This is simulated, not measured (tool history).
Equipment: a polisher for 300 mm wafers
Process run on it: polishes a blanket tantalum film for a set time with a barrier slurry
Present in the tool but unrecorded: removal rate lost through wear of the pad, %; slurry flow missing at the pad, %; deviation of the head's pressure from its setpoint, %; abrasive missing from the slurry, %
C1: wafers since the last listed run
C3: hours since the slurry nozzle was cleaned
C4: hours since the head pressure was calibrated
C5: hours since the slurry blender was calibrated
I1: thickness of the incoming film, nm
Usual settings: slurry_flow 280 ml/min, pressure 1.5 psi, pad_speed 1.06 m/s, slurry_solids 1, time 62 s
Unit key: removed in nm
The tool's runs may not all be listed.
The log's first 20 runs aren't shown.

-- hour=610.2 slurry blender recalibrated
-- hour=626.5 head pressure recalibrated
run 21 hour=627 | slurry_flow=280 pressure=1.1 pad_speed=0.9 slurry_solids=1 time=80 | C1=394 wafers_polished_on_this_pad=2271 C3=261.9 C4=0.5 C5=16.8 | I1=227.3 | removed=62
run 22 hour=654 | slurry_flow=340 pressure=1.5 pad_speed=1.06 slurry_solids=1.2 time=62 | C1=341 wafers_polished_on_this_pad=2612 C3=288.9 C4=27.5 C5=43.8 | I1=230.1 | removed=83
-- hour=675.9 worn pad replaced by a new one
run 23 hour=681.9 | slurry_flow=280 pressure=1.5 pad_speed=1.06 slurry_solids=1 time=62 | C1=302 wafers_polished_on_this_pad=76 C3=316.8 C4=55.4 C5=71.7 | I1=233 | removed=72.6
run 24 hour=702.9 | slurry_flow=280 pressure=1.5 pad_speed=1.06 slurry_solids=1 time=74 | C1=265 wafers_polished_on_this_pad=341 C3=337.8 C4=76.4 C5=92.7 | I1=228.8 | removed=88.7
run 25 hour=736.8 | slurry_flow=280 pressure=1.7 pad_speed=1.3 slurry_solids=0.7 time=83 | C1=428 wafers_polished_on_this_pad=770 C3=371.7 C4=110.3 C5=126.6 | I1=234.7 | removed=106.4
run 26 hour=758.4 | slurry_flow=280 pressure=1.5 pad_speed=1.06 slurry_solids=1.25 time=74 | C1=273 wafers_polished_on_this_pad=1043 C3=393.3 C4=131.9 C5=148.2 | I1=228.5 | removed=99.3
run 27 hour=788 | slurry_flow=370 pressure=1.5 pad_speed=1.06 slurry_solids=1 time=62 | C1=374 wafers_polished_on_this_pad=1417 C3=422.9 C4=161.5 C5=177.8 | I1=229.8 | removed=78.6
run 28 hour=809 | slurry_flow=370 pressure=1.3 pad_speed=1.32 slurry_solids=1.15 time=62 | C1=265 wafers_polished_on_this_pad=1683 C3=443.9 C4=182.5 C5=198.8 | I1=228.1 | removed=87.8
-- hour=819.3 slurry blender recalibrated
run 29 hour=835.5 | slurry_flow=280 pressure=1.5 pad_speed=0.86 slurry_solids=1 time=41 | C1=309 wafers_polished_on_this_pad=1992 C3=470.4 C4=209 C5=16.2 | I1=232.7 | removed=40
run 30 hour=865 | slurry_flow=280 pressure=1.5 pad_speed=0.9 slurry_solids=0.75 time=62 | C1=373 wafers_polished_on_this_pad=2365 C3=499.9 C4=238.5 C5=45.7 | I1=229.4 | removed=53.3

Alternative continuations, all from the tool just after run 30; predict every row:
run A hour=865.4 | slurry_flow=280 pressure=1.5 pad_speed=1.06 slurry_solids=1 time=62 | C1=5 wafers_polished_on_this_pad=2370 C3=500.3 C4=238.9 C5=46.1 | I1=229.7 | removed=?
run B hour=865.4 | slurry_flow=205 pressure=1.7 pad_speed=1.3 slurry_solids=1 time=43 | C1=5 wafers_polished_on_this_pad=2370 C3=500.3 C4=238.9 C5=46.1 | I1=229.7 | removed=?
run C hour=865.4 | slurry_flow=205 pressure=1.5 pad_speed=1.06 slurry_solids=1 time=62 | C1=5 wafers_polished_on_this_pad=2370 C3=500.3 C4=238.9 C5=46.1 | I1=229.7 | removed=?
run D hour=865.4 | slurry_flow=305 pressure=1.5 pad_speed=1.06 slurry_solids=1.1 time=62 | C1=5 wafers_polished_on_this_pad=2370 C3=500.3 C4=238.9 C5=46.1 | I1=229.7 | removed=?

run=A removed=75.1
run=B removed=69.2
run=C removed=72.3
run=D removed=79
Without the tool's unlogged condition, the same runs would have read:
run=A removed=74.2
run=B removed=68.4
run=C removed=71.5
run=D removed=78.1
